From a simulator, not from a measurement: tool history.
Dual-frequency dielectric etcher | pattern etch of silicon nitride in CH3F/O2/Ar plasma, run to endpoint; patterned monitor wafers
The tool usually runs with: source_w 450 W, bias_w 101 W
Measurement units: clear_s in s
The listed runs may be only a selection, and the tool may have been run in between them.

| run | hour | source_w | bias_w | wafers since the last listed run | hours since the last wet clean | hours since the last source power generator calibration | hours since the last bias power generator calibration | hours since the last upper electrode change | incoming incoming film thickness, nm | clear_s |
|---|---|---|---|---|---|---|---|---|---|---|
| 1 | 0 | 450 | 101 | 0 | 28.7 | 2609.8 | 1592.2 | 4915.8 | 29.12 | 39.7 |
| 2 | 38.9 | 450 | 101 | 382 | 67.6 | 2648.7 | 1631.1 | 4954.7 | 28.91 | 39.5 |
| 3 | 214.3 | 480 | 101 | 1723 | 243 | 2824.1 | 1806.5 | 5130.1 | 29.21 | 39.1 |
| 4 | 276.9 | 480 | 101 | 615 | 305.6 | 2886.7 | 1869.1 | 5192.7 | 28.86 | 38.9 |
|  | 458 | wet clean of the chamber |
| 5 | 492.6 | 480 | 101 | 1883 | 34.6 | 3102.4 | 2084.8 | 5408.4 | 28.81 | 38.2 |
|  | 522.3 | upper electrode replaced |
| 6 | 550.7 | 480 | 90 | 335 | 92.7 | 3160.5 | 2142.9 | 28.4 | 29.07 | 39.9 |
|  | 581.8 | source power generator calibrated |
| 7 | 592.5 | 480 | 90 | 371 | 134.5 | 10.7 | 2184.7 | 70.2 | 29.02 | 40.2 |
| 8 | 625.8 | 450 | 101 | 327 | 167.8 | 44 | 2218 | 103.5 | 28.76 | 39.5 |
| 9 | 673.4 | 450 | 101 | 467 | 215.4 | 91.6 | 2265.6 | 151.1 | 28.9 | 39.6 |
| 10 | 715.2 | 450 | 101 | 410 | 257.2 | 133.4 | 2307.4 | 192.9 | 28.95 | 39.9 |
| 11 | 744.4 | 480 | 101 | 286 | 286.4 | 162.6 | 2336.6 | 222.1 | 28.98 | 39.1 |
| 12 | 805.1 | 360 | 124 | 596 | 347.1 | 223.3 | 2397.3 | 282.8 | 28.57 | 41.2 |
| 13 | 840.9 | 450 | 101 | 351 | 382.9 | 259.1 | 2433.1 | 318.6 | 28.72 | 40 |
| 14 | 907.2 | 500 | 117 | 651 | 449.2 | 325.4 | 2499.4 | 384.9 | 28.96 | 37 |
|  | 930.7 | bias power generator calibrated |
|  | 967.8 | wet clean of the chamber |
| 15 | 976.8 | 540 | 114 | 408 | 9 | 395 | 46.1 | 454.5 | 28.92 | 35.4 |
| 16 | 1008.9 | 450 | 101 | 315 | 41.1 | 427.1 | 78.2 | 486.6 | 28.98 | 39.6 |
| 17 | 1062.3 | 490 | 125 | 524 | 94.5 | 480.5 | 131.6 | 540 | 28.68 | 35.7 |
| 18 | 1097 | 450 | 101 | 340 | 129.2 | 515.2 | 166.3 | 574.7 | 28.69 | 39.2 |
| 19 | 1131.4 | 410 | 101 | 338 | 163.6 | 549.6 | 200.7 | 609.1 | 28.78 | 41.1 |
| 20 | 1196.7 | 450 | 112 | 641 | 228.9 | 614.9 | 266 | 674.4 | 28.91 | 38.7 |

Run 21 comes next. What will it give?
| 21 | 1259 | 490 | 101 | 612 | 291.2 | 677.2 | 328.3 | 736.7 | 29.14 | ? |

clear_s: 39.1 s
Without the tool's hidden state the same run would have given clear_s 38.2 s.
